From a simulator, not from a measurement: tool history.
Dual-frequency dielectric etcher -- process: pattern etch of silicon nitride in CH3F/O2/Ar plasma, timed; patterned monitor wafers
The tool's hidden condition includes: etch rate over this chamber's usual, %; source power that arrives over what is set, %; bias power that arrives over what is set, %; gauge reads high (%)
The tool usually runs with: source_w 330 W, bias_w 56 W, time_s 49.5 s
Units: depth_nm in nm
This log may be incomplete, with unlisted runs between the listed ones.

run    day  source_w  bias_w  time_s  wafers since the last listed run  hours since the last wet clean  hours since the last source power generator calibration  hours since the last bias power generator calibration  hours since the last upper electrode change  hours since the gauge calibration  read-back reference wafer on the same gauge, depth_nm  depth_nm
  1  0.000       330      56    43.0                                 0                           320.2                                                   3419.2                                                 2808.9                                       5765.9                              219.8                                                  35.00     26.62
  2  0.442       330      56    54.5                               135                           330.8                                                   3429.8                                                 2819.5                                       5776.5                              230.4                                                  35.00     33.71
  3  1.171       330      56    54.5                               224                           348.3                                                   3447.3                                                 2837.0                                       5794.0                              247.9                                                  35.01     33.85
  4  1.846       330      56    54.5                               207                           364.5                                                   3463.5                                                 2853.2                                       5810.2                              264.1                                                  35.00     33.70
  5  2.112       350      56    57.0                                82                           370.9                                                   3469.9                                                 2859.6                                       5816.6                              270.5                                                  34.98     36.77
  6  2.725       330      56    49.5                               188                           385.6                                                   3484.6                                                 2874.3                                       5831.3                              285.2                                                  35.00     30.80
  7  3.088       330      56    49.5                               111                           394.3                                                   3493.3                                                 2883.0                                       5840.0                              293.9                                                  35.00     30.79
  8  3.646       330      56    49.5                               171                           407.7                                                   3506.7                                                 2896.4                                       5853.4                              307.3                                                  34.98     30.87
  9  4.158       330      56    49.5                               157                           420.0                                                   3519.0                                                 2908.7                                       5865.7                              319.6                                                  34.98     30.80
 10  4.671       330      56    49.5                               157                           432.3                                                   3531.3                                                 2921.0                                       5878.0                              331.9                                                  34.99     30.98
     5.329  -- source power generator calibrated
     5.688  -- wet clean of the chamber
     5.950  -- gauge calibrated
     6.250  -- upper electrode replaced
 11  6.271       330      48    49.5                               157                            14.0                                                     22.6                                                 2959.4                                          0.5                                7.7                                                  35.01     30.01
 12  6.283       330      48    49.5                                 3                            14.3                                                     22.9                                                 2959.7                                          0.8                                8.0                                                  34.99     30.30
 13  6.296       280      48    62.5                                 3                            14.6                                                     23.2                                                 2960.0                                          1.1                                8.3                                                  34.99     34.09
 14  6.679       260      67    45.5                               117                            23.8                                                     32.4                                                 2969.2                                         10.3                               17.5                                                  35.00     27.08
 15  7.171       290      45    59.5                               151                            35.6                                                     44.2                                                 2981.0                                         22.1                               29.3                                                  35.00     32.79

Run 16 is up next; what results do you expect?
     8.446  -- wet clean of the chamber, repeated, since the last time left the tool worse
 16  8.467       260      67    45.5                                91                             0.5                                                     75.3                                                 3012.1                                         53.2                               60.4                                                      ?         ?

read-back reference wafer on the same gauge, depth_nm: 35.01
depth_nm: 25.30 nm
The same run, on a tool lacking any hidden state, would have yielded depth_nm 25.31 nm.
